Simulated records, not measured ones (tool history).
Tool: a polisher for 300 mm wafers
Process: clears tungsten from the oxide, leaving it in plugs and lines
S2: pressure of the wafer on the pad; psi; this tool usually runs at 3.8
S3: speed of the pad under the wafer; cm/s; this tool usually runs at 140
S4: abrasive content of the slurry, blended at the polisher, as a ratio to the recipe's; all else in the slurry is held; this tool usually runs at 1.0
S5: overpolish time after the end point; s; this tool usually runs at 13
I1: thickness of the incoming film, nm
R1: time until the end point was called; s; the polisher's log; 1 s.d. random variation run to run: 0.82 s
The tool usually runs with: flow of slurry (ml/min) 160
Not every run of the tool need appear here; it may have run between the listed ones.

{"run": 1, "hour": 0.0, "flow of slurry (ml/min)": 160, "S2": 3.3, "S3": 140, "S4": 1.0, "S5": 13, "I1": 425.8, "R1": 55.8}
{"hour": 13.8, "done": "worn pad replaced by a new one"}
{"hour": 16.0, "done": "slurry tank refilled with fresh slurry and peroxide"}
{"run": 2, "hour": 29.1, "flow of slurry (ml/min)": 160, "S2": 3.3, "S3": 140, "S4": 1.0, "S5": 13, "I1": 431.0, "R1": 56.6}
{"run": 3, "hour": 43.3, "flow of slurry (ml/min)": 160, "S2": 3.3, "S3": 140, "S4": 1.0, "S5": 13, "I1": 425.3, "R1": 53.6}
{"run": 4, "hour": 57.7, "flow of slurry (ml/min)": 160, "S2": 4.1, "S3": 140, "S4": 1.0, "S5": 13, "I1": 431.5, "R1": 46.9}
{"run": 5, "hour": 74.0, "flow of slurry (ml/min)": 160, "S2": 3.8, "S3": 140, "S4": 0.9, "S5": 13, "I1": 436.0, "R1": 52.0}
{"run": 6, "hour": 89.0, "flow of slurry (ml/min)": 160, "S2": 3.8, "S3": 140, "S4": 1.0, "S5": 13, "I1": 423.3, "R1": 48.8}
{"run": 7, "hour": 108.6, "flow of slurry (ml/min)": 135, "S2": 3.8, "S3": 106, "S4": 1.0, "S5": 13, "I1": 429.5, "R1": 67.5}
{"hour": 116.0, "done": "slurry tank refilled with fresh slurry and peroxide"}
{"hour": 120.9, "done": "worn pad replaced by a new one"}
{"run": 8, "hour": 128.6, "flow of slurry (ml/min)": 135, "S2": 3.8, "S3": 106, "S4": 1.0, "S5": 13, "I1": 431.6, "R1": 68.0}
{"hour": 158.3, "done": "slurry blender recalibrated"}
{"run": 9, "hour": 161.4, "flow of slurry (ml/min)": 135, "S2": 3.8, "S3": 106, "S4": 1.0, "S5": 13, "I1": 432.2, "R1": 68.0}
{"run": 10, "hour": 193.8, "flow of slurry (ml/min)": 185, "S2": 3.8, "S3": 140, "S4": 1.0, "S5": 13, "I1": 430.3, "R1": 50.6}
{"hour": 212.2, "done": "slurry tank refilled with fresh slurry and peroxide"}
{"run": 11, "hour": 219.2, "flow of slurry (ml/min)": 160, "S2": 3.8, "S3": 140, "S4": 1.2, "S5": 13, "I1": 426.2, "R1": 49.3}
{"hour": 220.3, "done": "slurry nozzle cleaned"}
{"hour": 235.4, "done": "worn pad replaced by a new one"}
{"hour": 240.7, "done": "head pressure recalibrated"}
{"run": 12, "hour": 251.5, "flow of slurry (ml/min)": 175, "S2": 3.8, "S3": 140, "S4": 1.0, "S5": 20, "I1": 425.2, "R1": 49.8}
{"run": 13, "hour": 265.7, "flow of slurry (ml/min)": 160, "S2": 3.8, "S3": 140, "S4": 1.0, "S5": 13, "I1": 423.4, "R1": 50.4}
{"run": 14, "hour": 291.5, "flow of slurry (ml/min)": 160, "S2": 2.7, "S3": 140, "S4": 0.8, "S5": 13, "I1": 426.3, "R1": 66.4}
{"hour": 304.9, "done": "slurry tank refilled with fresh slurry and peroxide"}
{"run": 15, "hour": 312.4, "flow of slurry (ml/min)": 160, "S2": 3.8, "S3": 140, "S4": 1.0, "S5": 13, "I1": 426.8, "R1": 51.4}

Predict the results of run 16:
{"hour": 343.0, "done": "worn pad replaced by a new one"}
{"run": 16, "hour": 343.5, "flow of slurry (ml/min)": 160, "S2": 3.3, "S3": 140, "S4": 1.1, "S5": 13, "I1": 426.4, "R1": "?"}

{"run 16": {"R1": 55.2}}
Were there no unlogged condition in the tool, this run, its random variation unchanged, would have produced R1 55.2 s.

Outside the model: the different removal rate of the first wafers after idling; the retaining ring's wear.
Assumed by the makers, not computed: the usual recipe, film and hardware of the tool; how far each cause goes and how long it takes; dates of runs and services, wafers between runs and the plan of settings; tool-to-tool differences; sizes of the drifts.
